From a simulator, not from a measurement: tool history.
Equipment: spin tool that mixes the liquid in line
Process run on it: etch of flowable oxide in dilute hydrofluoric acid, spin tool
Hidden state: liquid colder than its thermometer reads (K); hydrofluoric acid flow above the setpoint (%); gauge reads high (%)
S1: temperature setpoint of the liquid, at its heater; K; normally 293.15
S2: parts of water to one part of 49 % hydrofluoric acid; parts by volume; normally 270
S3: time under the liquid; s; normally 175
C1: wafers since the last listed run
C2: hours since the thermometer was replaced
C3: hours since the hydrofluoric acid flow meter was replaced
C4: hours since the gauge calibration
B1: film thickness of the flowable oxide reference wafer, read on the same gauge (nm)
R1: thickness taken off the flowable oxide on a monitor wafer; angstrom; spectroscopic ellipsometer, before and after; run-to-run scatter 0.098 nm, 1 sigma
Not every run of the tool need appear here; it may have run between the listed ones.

run    hour      S1   S2   S3   C1      C2      C3      C4     B1     R1
  1       0  290.65  270  175    0   214.4   406.7     585     90  218.4
  2      86  290.65  270  175  441   300.4   492.7     671  90.01  217.8
  3   163.9  293.15  270  175  400   378.3   570.6   748.9  90.03  239.4
  4   222.7  293.15  270  175  302   437.1   629.4   807.7  90.03  239.2
  5   272.1  293.15  300  175  253   486.5   678.8   857.1     90  209.4
  6     350  293.15  300  175  400   564.4   756.7     935  89.99  208.6
  7   410.2  293.15  300  175  309   624.6   816.9   995.2     90  210.9
  8   506.4  293.15  270  175  494   720.8   913.1  1091.4  90.01  238.5
  9   602.3  293.15  270  175  492   816.7    1009  1187.3  90.01  237.2
 10   650.5  293.15  270  175  247   864.9  1057.2  1235.5  89.99    240
 11   692.6  293.15  345  175  216     907  1099.3  1277.6     90  175.1
 12   791.4  293.15  360  175  507  1005.8  1198.1  1376.4  90.02  166.7
 13   838.5  293.15  360  175  241  1052.9  1245.2  1423.5     90  165.5
 14   906.6  293.15  270  175  349    1121  1313.3  1491.6     90  239.8
      985.5  -- gauge calibrated
      990.7  -- hydrofluoric acid flow meter replaced
 15   998.7  293.15  270  175  468  1213.1       8    13.2  90.01  230.9
 16  1059.9  297.65  315  175  314  1274.3    69.2    74.4  90.02  224.1
 17  1151.1  297.65  315  175  468  1365.5   160.4   165.6  89.99    225
 18  1217.4  291.65  190  210  340  1431.8   226.7   231.9  89.98  402.5
 19  1304.6  293.15  270  175  448    1519   313.9   319.1     90  231.2
 20  1381.1  293.15  270  175  393  1595.5   390.4   395.6     90  232.1
     1384.3  -- thermometer replaced
 21  1484.3  290.15  375  210  525     100   493.6   498.8  90.01  172.1
 22  1543.1  293.15  370  150  302   158.8   552.4   557.6  89.99  138.1
 23  1585.8  296.15  270  175  219   201.5   595.1   600.3  90.01  268.4
 24  1688.7  293.15  270   90  528   304.4     698   703.2  89.99  124.2
 25    1726  293.15  270  105  191   341.7   735.3   740.5     90  144.6
 26  1802.7  293.15  270  175  394   418.4     812   817.2  89.99  241.6
 27  1897.2  295.65  270  175  485   512.9   906.5   911.7  90.01  264.8
 28  1934.7  297.15  270  100  192   550.4     944   949.2  90.02  160.6
 29  1979.5  294.65  315  220  230   595.2   988.8     994  89.99  263.4
 30  2026.6  293.15  270  205  241   642.3  1035.9  1041.1     90  284.5

Alternative continuations, all from the tool just after run 30; predict every row:
  A  2027.1  297.15  270  175   2  642.8  1036.4  1041.6   ?   ?
  B  2027.1  296.65  170  240   2  642.8  1036.4  1041.6   ?   ?
  C  2027.1  298.15  270  175   2  642.8  1036.4  1041.6   ?   ?

run     B1     R1
  A  89.98  278.8
  B  89.98  660.3
  C  89.98  288.9
Without the tool's hidden state the same runs would have given:
run     R1
  A  275.9
  B  655.3
  C  285.8
